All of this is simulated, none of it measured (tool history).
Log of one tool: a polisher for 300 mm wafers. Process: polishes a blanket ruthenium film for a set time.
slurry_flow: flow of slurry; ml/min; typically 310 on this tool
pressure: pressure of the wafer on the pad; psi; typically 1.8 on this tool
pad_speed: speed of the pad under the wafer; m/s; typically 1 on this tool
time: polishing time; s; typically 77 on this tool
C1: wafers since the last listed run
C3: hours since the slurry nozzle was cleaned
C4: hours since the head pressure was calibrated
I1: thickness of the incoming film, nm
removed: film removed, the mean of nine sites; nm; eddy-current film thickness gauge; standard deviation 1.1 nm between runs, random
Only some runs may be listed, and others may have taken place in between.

Run 1, hour 0: usual settings but pressure 1.3 psi; C1 0; wafers polished on this pad 244; C3 537.1; C4 780.8; I1 598.2. Result: removed 59.4 nm.
At hour 34.8: slurry nozzle cleaned.
At hour 72.8: head pressure recalibrated.
Run 2, hour 89.8: usual settings; C1 794; wafers polished on this pad 1038; C3 55; C4 17; I1 599.7. Result: removed 78.5 nm.
Run 3, hour 184: usual settings; C1 862; wafers polished on this pad 1901; C3 149.2; C4 111.2; I1 596.7. Result: removed 74.4 nm.
At hour 268.8: worn pad replaced by a new one.
Run 4, hour 276.7: usual settings; C1 812; wafers polished on this pad 72; C3 241.9; C4 203.9; I1 589.9. Result: removed 82.9 nm.
Run 5, hour 334.2: usual settings but slurry_flow 230 ml/min; C1 526; wafers polished on this pad 598; C3 299.4; C4 261.4; I1 598.3. Result: removed 77.6 nm.
Run 6, hour 407.4: usual settings but slurry_flow 230 ml/min; C1 670; wafers polished on this pad 1268; C3 372.6; C4 334.6; I1 580.5. Result: removed 76.1 nm.
Run 7, hour 461.4: usual settings but pressure 1.6 psi; C1 494; wafers polished on this pad 1763; C3 426.6; C4 388.6; I1 590.5. Result: removed 68.3 nm.
At hour 543.5: slurry nozzle cleaned.
At hour 551.4: worn pad replaced by a new one.
Run 8, hour 563.6: usual settings; C1 889; wafers polished on this pad 111; C3 20.1; C4 490.8; I1 586.8. Result: removed 80.9 nm.
Run 9, hour 601.1: usual settings; C1 343; wafers polished on this pad 454; C3 57.6; C4 528.3; I1 582.9. Result: removed 81.7 nm.
Run 10, hour 664.7: usual settings; C1 582; wafers polished on this pad 1037; C3 121.2; C4 591.9; I1 596.6. Result: removed 79.7 nm.
Run 11, hour 732.6: usual settings but pressure 2.2 psi; C1 621; wafers polished on this pad 1658; C3 189.1; C4 659.8; I1 600. Result: removed 94.4 nm.
Run 12, hour 812.9: usual settings but slurry_flow 395 ml/min; C1 735; wafers polished on this pad 2393; C3 269.4; C4 740.1; I1 579.7. Result: removed 75.9 nm.
At hour 847.1: worn pad replaced by a new one.
Run 13, hour 908.3: usual settings but slurry_flow 365 ml/min, pressure 2.2 psi; C1 836; wafers polished on this pad 560; C3 364.8; C4 835.5; I1 597.9. Result: removed 98.9 nm.
At hour 925.2: head pressure recalibrated.
Run 14, hour 1116.6: usual settings but slurry_flow 420 ml/min, time 87 s; C1 1888; wafers polished on this pad 2448; C3 573.1; C4 191.4; I1 597. Result: removed 83.5 nm.
At hour 1146.4: slurry nozzle cleaned.
At hour 1186.4: worn pad replaced by a new one.
Run 15, hour 1186.9: usual settings; C1 597; wafers polished on this pad 4; C3 40.5; C4 261.7; I1 591.4. Result: removed 81.5 nm.
Run 16, hour 1263: usual settings; C1 696; wafers polished on this pad 701; C3 116.6; C4 337.8; I1 579.6. Result: removed 82.1 nm.
Run 17, hour 1306.3: usual settings; C1 396; wafers polished on this pad 1097; C3 159.9; C4 381.1; I1 588.9. Result: removed 80.2 nm.
Run 18, hour 1381.9: usual settings but slurry_flow 390 ml/min, pressure 2.3 psi, pad_speed 0.86 m/s, time 56 s; C1 692; wafers polished on this pad 1789; C3 235.5; C4 456.7; I1 578.5. Result: removed 68.6 nm.
Run 19, hour 1476.1: usual settings; C1 862; wafers polished on this pad 2652; C3 329.7; C4 550.9; I1 587.7. Result: removed 75.8 nm.
At hour 1486.3: worn pad replaced by a new one.
Run 20, hour 1532: usual settings but slurry_flow 360 ml/min, pad_speed 1.22 m/s; C1 475; wafers polished on this pad 418; C3 385.6; C4 606.8; I1 584.8. Result: removed 92.4 nm.

Alternative continuations, all from the tool just after run 20; predict every row:
Run A, hour 1532.4: usual settings but time 97 s; C1 3; wafers polished on this pad 421; C3 386; C4 607.2; I1 584.1. Result: removed ?.
Run B, hour 1532.4: usual settings but time 66 s; C1 3; wafers polished on this pad 421; C3 386; C4 607.2; I1 584.1. Result: removed ?.
Run C, hour 1532.4: usual settings but time 51 s; C1 3; wafers polished on this pad 421; C3 386; C4 607.2; I1 584.1. Result: removed ?.

run  removed
  A    103.8
  B     70.6
  C     54.6
Without the tool's unlogged condition, the same runs would have read:
run  removed
  A    106.1
  B     72.2
  C     55.8

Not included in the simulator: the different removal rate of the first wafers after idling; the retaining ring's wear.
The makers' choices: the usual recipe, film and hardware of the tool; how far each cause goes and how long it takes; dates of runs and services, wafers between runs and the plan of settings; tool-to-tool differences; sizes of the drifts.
